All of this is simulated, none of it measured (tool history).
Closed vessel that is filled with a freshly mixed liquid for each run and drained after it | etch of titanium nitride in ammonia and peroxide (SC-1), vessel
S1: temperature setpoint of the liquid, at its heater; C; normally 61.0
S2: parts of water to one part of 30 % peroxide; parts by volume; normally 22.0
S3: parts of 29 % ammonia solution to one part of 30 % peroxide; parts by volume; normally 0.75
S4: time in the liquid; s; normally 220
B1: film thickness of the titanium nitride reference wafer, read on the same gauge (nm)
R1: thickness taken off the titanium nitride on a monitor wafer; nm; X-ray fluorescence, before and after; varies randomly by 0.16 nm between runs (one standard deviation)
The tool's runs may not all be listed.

Run 1, hour 0.0: usual settings; B1 150.00. Result: R1 27.48 nm.
Run 2, hour 89.3: usual settings; B1 149.99. Result: R1 27.81 nm.
Run 3, hour 129.3: usual settings; B1 149.99. Result: R1 27.65 nm.
At hour 174.9: new drum of ammonia solution connected.
Run 4, hour 295.9: usual settings but S4 160 s; B1 150.00. Result: R1 20.19 nm.
Run 5, hour 400.6: usual settings but S4 160 s; B1 149.99. Result: R1 20.22 nm.
At hour 477.3: gauge calibrated.
At hour 493.9: new drum of ammonia solution connected.
Run 6, hour 504.7: usual settings but S4 160 s; B1 149.99. Result: R1 19.98 nm.
Run 7, hour 548.7: usual settings but S2 18.5 parts by volume, S3 0.60 parts by volume; B1 150.00. Result: R1 29.33 nm.
Run 8, hour 649.4: usual settings but S2 18.5 parts by volume, S3 0.60 parts by volume; B1 150.01. Result: R1 29.39 nm.
Run 9, hour 711.7: usual settings; B1 150.01. Result: R1 27.85 nm.
At hour 731.7: new drum of ammonia solution connected.
Run 10, hour 769.9: usual settings but S1 68.5 C, S2 31.0 parts by volume, S3 1.10 parts by volume, S4 160 s; B1 150.00. Result: R1 28.70 nm.
Run 11, hour 810.4: usual settings but S3 0.60 parts by volume; B1 150.00. Result: R1 26.80 nm.
Run 12, hour 891.0: usual settings but S1 53.5 C; B1 150.02. Result: R1 17.00 nm.
At hour 921.5: ammonia flow meter replaced.
Run 13, hour 931.4: usual settings; B1 149.99. Result: R1 27.79 nm.
At hour 1002.0: thermometer replaced.
At hour 1043.8: new drum of ammonia solution connected.
Run 14, hour 1168.1: usual settings but S1 58.0 C, S2 25.0 parts by volume, S3 1.05 parts by volume; B1 150.00. Result: R1 22.77 nm.
Run 15, hour 1264.9: usual settings; B1 149.99. Result: R1 27.87 nm.
At hour 1323.9: new drum of ammonia solution connected.
Run 16, hour 1341.7: usual settings but S2 25.5 parts by volume, S4 130 s; B1 150.00. Result: R1 15.16 nm.
Run 17, hour 1396.9: usual settings but S2 25.5 parts by volume; B1 150.00. Result: R1 25.71 nm.

Alternative continuations, all from the tool just after run 17; predict every row:
Run A, hour 1397.6: usual settings but S2 12.0 parts by volume; B1 ?. Result: R1 ?.
Run B, hour 1397.6: usual settings but S4 130 s; B1 ?. Result: R1 ?.
Run C, hour 1397.6: usual settings but S1 55.5 C, S2 31.5 parts by volume, S3 1.00 parts by volume, S4 305 s; B1 ?. Result: R1 ?.
Run D, hour 1397.6: usual settings but S3 0.90 parts by volume; B1 ?. Result: R1 ?.

run      B1     R1
  A  149.99  38.67
  B  149.99  16.46
  C  149.99  23.12
  D  149.99  28.78
The same runs, with their run-to-run variation unchanged, on a tool lacking any hidden condition would have given:
run     R1
  A  38.67
  B  16.46
  C  23.12
  D  28.78
